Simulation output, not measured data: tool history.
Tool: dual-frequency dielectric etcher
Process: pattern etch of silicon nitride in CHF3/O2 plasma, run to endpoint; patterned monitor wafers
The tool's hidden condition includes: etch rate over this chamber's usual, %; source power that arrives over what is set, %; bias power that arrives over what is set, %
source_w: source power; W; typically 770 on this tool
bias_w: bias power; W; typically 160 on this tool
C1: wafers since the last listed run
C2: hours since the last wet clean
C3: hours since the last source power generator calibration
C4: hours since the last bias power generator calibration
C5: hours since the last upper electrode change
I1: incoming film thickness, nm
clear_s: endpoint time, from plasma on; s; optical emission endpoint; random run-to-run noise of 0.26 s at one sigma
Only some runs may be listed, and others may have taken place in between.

{"run": 1, "hour": 0.0, "source_w": 870, "bias_w": 160, "C1": 0, "C2": 117.6, "C3": 1371.6, "C4": 2226.0, "C5": 3174.5, "I1": 64.6, "clear_s": 37.9}
{"run": 2, "hour": 56.5, "source_w": 870, "bias_w": 160, "C1": 403, "C2": 174.1, "C3": 1428.1, "C4": 2282.5, "C5": 3231.0, "I1": 64.7, "clear_s": 37.7}
{"run": 3, "hour": 103.0, "source_w": 770, "bias_w": 160, "C1": 332, "C2": 220.6, "C3": 1474.6, "C4": 2329.0, "C5": 3277.5, "I1": 64.7, "clear_s": 39.6}
{"run": 4, "hour": 133.3, "source_w": 710, "bias_w": 160, "C1": 216, "C2": 250.9, "C3": 1504.9, "C4": 2359.3, "C5": 3307.8, "I1": 64.6, "clear_s": 40.1}
{"run": 5, "hour": 166.6, "source_w": 770, "bias_w": 160, "C1": 237, "C2": 284.2, "C3": 1538.2, "C4": 2392.6, "C5": 3341.1, "I1": 64.8, "clear_s": 39.3}
{"run": 6, "hour": 229.5, "source_w": 770, "bias_w": 160, "C1": 449, "C2": 347.1, "C3": 1601.1, "C4": 2455.5, "C5": 3404.0, "I1": 64.7, "clear_s": 39.5}
{"run": 7, "hour": 266.6, "source_w": 770, "bias_w": 160, "C1": 264, "C2": 384.2, "C3": 1638.2, "C4": 2492.6, "C5": 3441.1, "I1": 64.3, "clear_s": 38.6}
{"run": 8, "hour": 323.7, "source_w": 770, "bias_w": 151, "C1": 407, "C2": 441.3, "C3": 1695.3, "C4": 2549.7, "C5": 3498.2, "I1": 64.3, "clear_s": 39.7}
{"hour": 396.7, "done": "wet clean of the chamber"}
{"run": 9, "hour": 397.2, "source_w": 770, "bias_w": 151, "C1": 353, "C2": 0.5, "C3": 1768.8, "C4": 2623.2, "C5": 3571.7, "I1": 64.7, "clear_s": 40.6}
{"run": 10, "hour": 469.5, "source_w": 770, "bias_w": 151, "C1": 516, "C2": 72.8, "C3": 1841.1, "C4": 2695.5, "C5": 3644.0, "I1": 63.8, "clear_s": 40.4}
{"run": 11, "hour": 495.6, "source_w": 770, "bias_w": 145, "C1": 186, "C2": 98.9, "C3": 1867.2, "C4": 2721.6, "C5": 3670.1, "I1": 65.2, "clear_s": 41.7}
{"run": 12, "hour": 535.1, "source_w": 720, "bias_w": 195, "C1": 282, "C2": 138.4, "C3": 1906.7, "C4": 2761.1, "C5": 3709.6, "I1": 64.2, "clear_s": 36.9}
{"run": 13, "hour": 597.5, "source_w": 770, "bias_w": 160, "C1": 445, "C2": 200.8, "C3": 1969.1, "C4": 2823.5, "C5": 3772.0, "I1": 63.9, "clear_s": 39.3}
{"run": 14, "hour": 645.9, "source_w": 640, "bias_w": 137, "C1": 345, "C2": 249.2, "C3": 2017.5, "C4": 2871.9, "C5": 3820.4, "I1": 63.9, "clear_s": 44.5}
{"hour": 677.2, "done": "source power generator calibrated"}
{"hour": 698.0, "done": "upper electrode replaced"}
{"run": 15, "hour": 704.9, "source_w": 720, "bias_w": 195, "C1": 243, "C2": 308.2, "C3": 27.7, "C4": 2930.9, "C5": 6.9, "I1": 64.6, "clear_s": 36.4}
{"run": 16, "hour": 775.4, "source_w": 700, "bias_w": 124, "C1": 503, "C2": 378.7, "C3": 98.2, "C4": 3001.4, "C5": 77.4, "I1": 64.6, "clear_s": 45.7}
{"hour": 803.3, "done": "bias power generator calibrated"}
{"run": 17, "hour": 812.5, "source_w": 770, "bias_w": 160, "C1": 236, "C2": 415.8, "C3": 135.3, "C4": 9.2, "C5": 114.5, "I1": 64.4, "clear_s": 38.9}
{"run": 18, "hour": 840.9, "source_w": 770, "bias_w": 160, "C1": 202, "C2": 444.2, "C3": 163.7, "C4": 37.6, "C5": 142.9, "I1": 64.3, "clear_s": 38.5}
{"run": 19, "hour": 898.1, "source_w": 660, "bias_w": 126, "C1": 408, "C2": 501.4, "C3": 220.9, "C4": 94.8, "C5": 200.1, "I1": 64.5, "clear_s": 46.0}
{"hour": 926.9, "done": "wet clean of the chamber"}
{"run": 20, "hour": 955.9, "source_w": 770, "bias_w": 140, "C1": 241, "C2": 29.0, "C3": 278.7, "C4": 152.6, "C5": 257.9, "I1": 64.5, "clear_s": 42.4}
{"run": 21, "hour": 1002.6, "source_w": 590, "bias_w": 122, "C1": 333, "C2": 75.7, "C3": 325.4, "C4": 199.3, "C5": 304.6, "I1": 64.7, "clear_s": 49.9}
{"run": 22, "hour": 1048.3, "source_w": 820, "bias_w": 199, "C1": 326, "C2": 121.4, "C3": 371.1, "C4": 245.0, "C5": 350.3, "I1": 64.5, "clear_s": 34.6}
{"run": 23, "hour": 1117.7, "source_w": 640, "bias_w": 160, "C1": 495, "C2": 190.8, "C3": 440.5, "C4": 314.4, "C5": 419.7, "I1": 64.7, "clear_s": 41.5}

Consider 5 possible next runs. They are alternatives, not a sequence: every one starts from the tool as it was left by run 23. What does each give?
{"run": "A", "hour": 1118.1, "source_w": 770, "bias_w": 141, "C1": 2, "C2": 191.2, "C3": 440.9, "C4": 314.8, "C5": 420.1, "I1": 65.0, "clear_s": "?"}
{"run": "B", "hour": 1118.1, "source_w": 920, "bias_w": 139, "C1": 2, "C2": 191.2, "C3": 440.9, "C4": 314.8, "C5": 420.1, "I1": 65.0, "clear_s": "?"}
{"run": "C", "hour": 1118.1, "source_w": 900, "bias_w": 181, "C1": 2, "C2": 191.2, "C3": 440.9, "C4": 314.8, "C5": 420.1, "I1": 65.0, "clear_s": "?"}
{"run": "D", "hour": 1118.1, "source_w": 820, "bias_w": 136, "C1": 2, "C2": 191.2, "C3": 440.9, "C4": 314.8, "C5": 420.1, "I1": 65.0, "clear_s": "?"}
{"run": "E", "hour": 1118.1, "source_w": 860, "bias_w": 175, "C1": 2, "C2": 191.2, "C3": 440.9, "C4": 314.8, "C5": 420.1, "I1": 65.0, "clear_s": "?"}

run=A clear_s=42.1
run=B clear_s=39.8
run=C clear_s=35.2
run=D clear_s=41.9
run=E clear_s=36.3
With the hidden condition removed and each run's random variation left untouched, the same runs would have given:
run=A clear_s=42.6
run=B clear_s=40.3
run=C clear_s=35.7
run=D clear_s=42.5
run=E clear_s=36.8
